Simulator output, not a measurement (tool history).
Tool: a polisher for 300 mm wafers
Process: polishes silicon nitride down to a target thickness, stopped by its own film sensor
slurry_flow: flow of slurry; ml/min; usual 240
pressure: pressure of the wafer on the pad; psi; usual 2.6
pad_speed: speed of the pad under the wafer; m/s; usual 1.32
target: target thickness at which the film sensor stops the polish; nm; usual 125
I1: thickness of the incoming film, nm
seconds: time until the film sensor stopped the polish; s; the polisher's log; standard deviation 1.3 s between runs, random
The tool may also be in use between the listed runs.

run 1 hour=0.0 | slurry_flow=240 pressure=2.0 pad_speed=1.04 target=125 | I1=250.9 | seconds=100.4
run 2 hour=56.2 | slurry_flow=240 pressure=2.2 pad_speed=1.32 target=125 | I1=249.3 | seconds=75.5
-- hour=92.7 slurry nozzle cleaned
run 3 hour=109.3 | slurry_flow=240 pressure=2.2 pad_speed=1.32 target=125 | I1=248.1 | seconds=69.0
run 4 hour=204.8 | slurry_flow=240 pressure=2.6 pad_speed=1.32 target=125 | I1=246.0 | seconds=56.3
-- hour=245.6 worn pad replaced by a new one
run 5 hour=271.5 | slurry_flow=240 pressure=2.6 pad_speed=1.32 target=125 | I1=251.4 | seconds=62.0
run 6 hour=365.3 | slurry_flow=240 pressure=2.6 pad_speed=1.32 target=125 | I1=247.9 | seconds=59.4
run 7 hour=405.6 | slurry_flow=295 pressure=2.6 pad_speed=1.32 target=125 | I1=248.4 | seconds=56.1
run 8 hour=492.5 | slurry_flow=295 pressure=2.6 pad_speed=1.32 target=125 | I1=249.3 | seconds=59.0
-- hour=560.5 worn pad replaced by a new one
run 9 hour=597.4 | slurry_flow=240 pressure=2.6 pad_speed=1.32 target=125 | I1=251.9 | seconds=61.3
run 10 hour=805.3 | slurry_flow=240 pressure=2.6 pad_speed=1.32 target=125 | I1=247.8 | seconds=61.0
-- hour=866.3 worn pad replaced by a new one
run 11 hour=867.0 | slurry_flow=240 pressure=2.6 pad_speed=1.32 target=125 | I1=251.0 | seconds=63.8
-- hour=875.1 head pressure recalibrated
-- hour=903.2 slurry nozzle cleaned
run 12 hour=906.0 | slurry_flow=325 pressure=3.0 pad_speed=0.94 target=138 | I1=252.0 | seconds=58.8
run 13 hour=1005.3 | slurry_flow=240 pressure=2.6 pad_speed=1.32 target=125 | I1=246.7 | seconds=58.6
run 14 hour=1086.4 | slurry_flow=290 pressure=2.6 pad_speed=1.32 target=125 | I1=250.7 | seconds=59.6
run 15 hour=1149.1 | slurry_flow=160 pressure=3.0 pad_speed=1.16 target=125 | I1=246.9 | seconds=60.2

Estimate the outcome of run 16 from the log above:
-- hour=1218.6 worn pad replaced by a new one
run 16 hour=1293.9 | slurry_flow=240 pressure=2.2 pad_speed=1.32 target=125 | I1=252.6 | seconds=?

For run 16 the tool returned seconds 70.6 s.
Were there no unlogged condition in the tool, this run, its random variation unchanged, would have produced seconds 74.3 s.
